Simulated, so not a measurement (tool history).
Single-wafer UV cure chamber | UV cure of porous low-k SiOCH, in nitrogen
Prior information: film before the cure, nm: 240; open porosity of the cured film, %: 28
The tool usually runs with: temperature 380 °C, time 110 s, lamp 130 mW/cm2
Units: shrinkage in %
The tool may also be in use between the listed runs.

run	hour	temperature	time	lamp	shrinkage
1	0.0	380	75	130	8.451
2	12.8	380	75	130	8.375
3	27.3	380	75	130	8.333
4	41.9	380	145	130	11.391
5	48.5	380	145	130	11.218
6	60.0	380	110	130	9.964
7	72.4	380	110	130	10.086
8	80.7	376	110	130	9.717
9	97.7	376	110	130	10.040
10	111.7	376	110	130	10.084
11	117.9	380	110	130	9.641
12	135.4	380	110	130	10.017
13	150.9	380	110	130	9.903
14	159.5	380	110	130	10.034
15	174.7	380	110	130	10.232
16	191.1	380	110	130	10.215
17	199.8	380	110	130	10.087
18	207.3	380	110	157	10.965
19	222.8	380	110	157	10.690
20	234.6	380	110	157	10.740
21	241.6	380	110	130	9.933
22	256.9	380	110	130	10.093
23	267.7	368	110	130	9.595
24	276.9	362	150	130	11.102
25	289.5	391	90	143	9.843
26	295.9	380	65	94	6.125
27	306.1	366	150	143	11.552
28	318.0	376	110	130	10.011
# hour 330.9: UV bulbs replaced
29	352.2	380	75	130	6.760
30	362.8	393	130	161	10.698
31	375.2	380	55	91	4.242
32	387.1	380	110	130	8.439
33	393.7	392	110	130	8.659
# hour 404.4: UV bulbs replaced, repeated, since the last time left the tool worse
34	405.9	362	150	130	12.103
35	419.6	380	135	130	12.443
# hour 435.9: quartz window cleaned
36	436.4	366	150	119	12.211
37	448.6	380	110	130	11.492
38	464.6	399	90	165	11.658
39	481.5	380	110	130	10.880
40	521.9	380	110	130	11.075
41	530.7	380	110	100	9.934
42	545.7	392	135	155	13.256
43	582.9	380	110	130	11.254
44	598.4	388	110	100	9.981

What if the next run were any one of these 5? Each begins from the tool's condition after run 44:
A	598.9	391	110	130	?
B	598.9	364	70	111	?
C	598.9	389	110	144	?
D	598.9	392	110	104	?
E	598.9	396	60	155	?

run	shrinkage
A	11.489
B	8.025
C	11.957
D	10.415
E	9.490
What these runs would have given with no unlogged condition in the tool:
run	shrinkage
A	11.756
B	8.276
C	12.226
D	10.678
E	9.749
